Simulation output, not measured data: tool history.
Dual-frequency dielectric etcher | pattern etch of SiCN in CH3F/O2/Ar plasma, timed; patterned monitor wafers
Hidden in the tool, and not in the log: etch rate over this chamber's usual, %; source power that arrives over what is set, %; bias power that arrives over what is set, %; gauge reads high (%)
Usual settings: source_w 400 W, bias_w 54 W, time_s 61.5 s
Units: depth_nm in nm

| run | hour | source_w | bias_w | time_s | wafers since the last listed run | hours since the last wet clean | hours since the last source power generator calibration | hours since the last bias power generator calibration | hours since the last upper electrode change | hours since the gauge calibration | read-back reference wafer on the same gauge, depth_nm | depth_nm |
|---|---|---|---|---|---|---|---|---|---|---|---|---|
| 1 | 0.0 | 400 | 54 | 61.5 | 0 | 353.4 | 1587.0 | 3961.5 | 3616.5 | 159.4 | 19.21 | 20.25 |
| 2 | 15.3 | 400 | 54 | 61.5 | 154 | 368.7 | 1602.3 | 3976.8 | 3631.8 | 174.7 | 19.20 | 20.02 |
| 3 | 62.1 | 400 | 54 | 61.5 | 472 | 415.5 | 1649.1 | 4023.6 | 3678.6 | 221.5 | 19.19 | 20.00 |
| 4 | 81.2 | 400 | 54 | 61.5 | 193 | 434.6 | 1668.2 | 4042.7 | 3697.7 | 240.6 | 19.21 | 20.01 |
| 5 | 90.9 | 400 | 54 | 61.5 | 98 | 444.3 | 1677.9 | 4052.4 | 3707.4 | 250.3 | 19.20 | 20.13 |
|  | 105.1 | gauge calibrated |
|  | 106.5 | bias power generator calibrated |
| 6 | 108.4 | 400 | 54 | 61.5 | 136 | 461.8 | 1695.4 | 1.9 | 3724.9 | 3.3 | 19.19 | 19.96 |
|  | 132.4 | source power generator calibrated |
|  | 144.6 | upper electrode replaced |
| 7 | 145.1 | 400 | 54 | 61.5 | 208 | 498.5 | 12.7 | 38.6 | 0.5 | 40.0 | 19.21 | 19.85 |
| 8 | 145.4 | 400 | 58 | 61.5 | 3 | 498.8 | 13.0 | 38.9 | 0.8 | 40.3 | 19.19 | 20.22 |
| 9 | 185.6 | 400 | 58 | 61.5 | 406 | 539.0 | 53.2 | 79.1 | 41.0 | 80.5 | 19.21 | 20.18 |
| 10 | 193.0 | 400 | 43 | 61.5 | 74 | 546.4 | 60.6 | 86.5 | 48.4 | 87.9 | 19.20 | 18.81 |
|  | 217.8 | wet clean of the chamber |
| 11 | 218.3 | 330 | 66 | 76.5 | 13 | 0.5 | 85.9 | 111.8 | 73.7 | 113.2 | 19.20 | 25.39 |
| 12 | 218.6 | 400 | 54 | 61.5 | 3 | 0.8 | 86.2 | 112.1 | 74.0 | 113.5 | 19.20 | 21.09 |
| 13 | 219.0 | 330 | 41 | 44.5 | 4 | 1.2 | 86.6 | 112.5 | 74.4 | 113.9 | 19.20 | 13.23 |
| 14 | 228.0 | 430 | 59 | 61.5 | 90 | 10.2 | 95.6 | 121.5 | 83.4 | 122.9 | 19.20 | 21.95 |
| 15 | 239.7 | 450 | 54 | 61.5 | 118 | 21.9 | 107.3 | 133.2 | 95.1 | 134.6 | 19.20 | 21.99 |
| 16 | 257.5 | 370 | 54 | 73.0 | 179 | 39.7 | 125.1 | 151.0 | 112.9 | 152.4 | 19.18 | 23.97 |
| 17 | 275.2 | 400 | 54 | 46.0 | 178 | 57.4 | 142.8 | 168.7 | 130.6 | 170.1 | 19.20 | 15.61 |
| 18 | 292.6 | 400 | 54 | 47.0 | 175 | 74.8 | 160.2 | 186.1 | 148.0 | 187.5 | 19.20 | 15.93 |

Forecast each of these 5 alternatives for the next run:
| A | 293.0 | 330 | 54 | 61.5 | 4 | 75.2 | 160.6 | 186.5 | 148.4 | 187.9 | ? | ? |
| B | 293.0 | 400 | 54 | 46.5 | 4 | 75.2 | 160.6 | 186.5 | 148.4 | 187.9 | ? | ? |
| C | 293.0 | 400 | 63 | 68.0 | 4 | 75.2 | 160.6 | 186.5 | 148.4 | 187.9 | ? | ? |
| D | 293.0 | 310 | 54 | 61.5 | 4 | 75.2 | 160.6 | 186.5 | 148.4 | 187.9 | ? | ? |
| E | 293.0 | 340 | 45 | 53.0 | 4 | 75.2 | 160.6 | 186.5 | 148.4 | 187.9 | ? | ? |

| run | read-back reference wafer on the same gauge, depth_nm | depth_nm |
|---|---|---|
| A | 19.20 | 19.18 |
| B | 19.20 | 15.73 |
| C | 19.20 | 23.93 |
| D | 19.20 | 18.68 |
| E | 19.20 | 16.02 |
Without the tool's hidden state the same runs would have given:
| run | depth_nm |
|---|---|
| A | 19.24 |
| B | 15.78 |
| C | 24.00 |
| D | 18.73 |
| E | 16.07 |
